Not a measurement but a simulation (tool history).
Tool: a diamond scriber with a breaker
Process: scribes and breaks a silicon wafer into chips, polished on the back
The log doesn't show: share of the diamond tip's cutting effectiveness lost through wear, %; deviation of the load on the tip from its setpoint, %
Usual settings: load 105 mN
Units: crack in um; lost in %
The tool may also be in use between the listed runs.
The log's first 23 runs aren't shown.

run    hour  load  wafers since the last listed run  hours since the diamond tip was replaced  hours since the load on the tip was calibrated  incoming depth of the damage left on the back of the incoming wafer, um  crack  lost
 24    2002   121                               105                                     206.7                                           340.7                                                                     0.01  17.05  2.25
 25  2047.3   118                               105                                       252                                             386                                                                     0.04   16.5  2.08
 26  2134.8    80                               204                                     339.5                                           473.5                                                                     0.03  12.79   3.7
 27  2214.9    78                               187                                     419.6                                           553.6                                                                     0.02  13.35  4.46
 28  2322.5    96                               251                                     527.2                                           661.2                                                                     0.02  15.15  1.87
 29  2379.5    85                               133                                     584.2                                           718.2                                                                     0.05  13.71  2.78
 30  2455.9   133                               178                                     660.6                                           794.6                                                                     0.02  17.73  4.02
 31  2512.2   127                               131                                     716.9                                           850.9                                                                     0.03  17.91  3.33
 32  2572.3    77                               140                                       777                                             911                                                                     0.02   13.5  3.74
     2591.5  -- diamond tip replaced by a new one
 33  2630.6    94                               131                                      39.1                                           969.3                                                                     0.03  14.62   1.9
 34  2734.7    91                               243                                     143.2                                          1073.4                                                                     0.05  14.86  1.91
 35    2781    75                               108                                     189.5                                          1119.7                                                                     0.03  13.66     4
 36  2852.2   105                               166                                     260.7                                          1190.9                                                                     0.02  16.12  1.82
 37  2916.9   105                               151                                     325.4                                          1255.6                                                                     0.01  16.39  2.13
 38  2979.3   105                               145                                     387.8                                            1318                                                                     0.02  16.62  1.89
 39  3072.6   129                               218                                     481.1                                          1411.3                                                                     0.03  18.62  5.18
 40  3179.8   105                               250                                     588.3                                          1518.5                                                                     0.02  16.41  2.26
 41  3238.2   120                               136                                     646.7                                          1576.9                                                                     0.03  18.01  4.36
     3273.6  -- load on the tip recalibrated
 42  3314.9    76                               174                                     723.4                                            41.3                                                                     0.02  13.01  4.73

Forecast each of these 3 alternatives for the next run:
  A  3315.4    73                                 1                                     723.9                                            41.8                                                                     0.05      ?     ?
  B  3315.4    88                                 1                                     723.9                                            41.8                                                                     0.05      ?     ?
  C  3315.4   114                                 1                                     723.9                                            41.8                                                                     0.05      ?     ?

run  crack  lost
  A  12.88  5.32
  B   14.2  2.47
  C  16.37  1.86
Without the tool's hidden state the same runs would have given:
run  crack  lost
  A  12.82   5.5
  B  14.14  2.57
  C  16.29  1.82
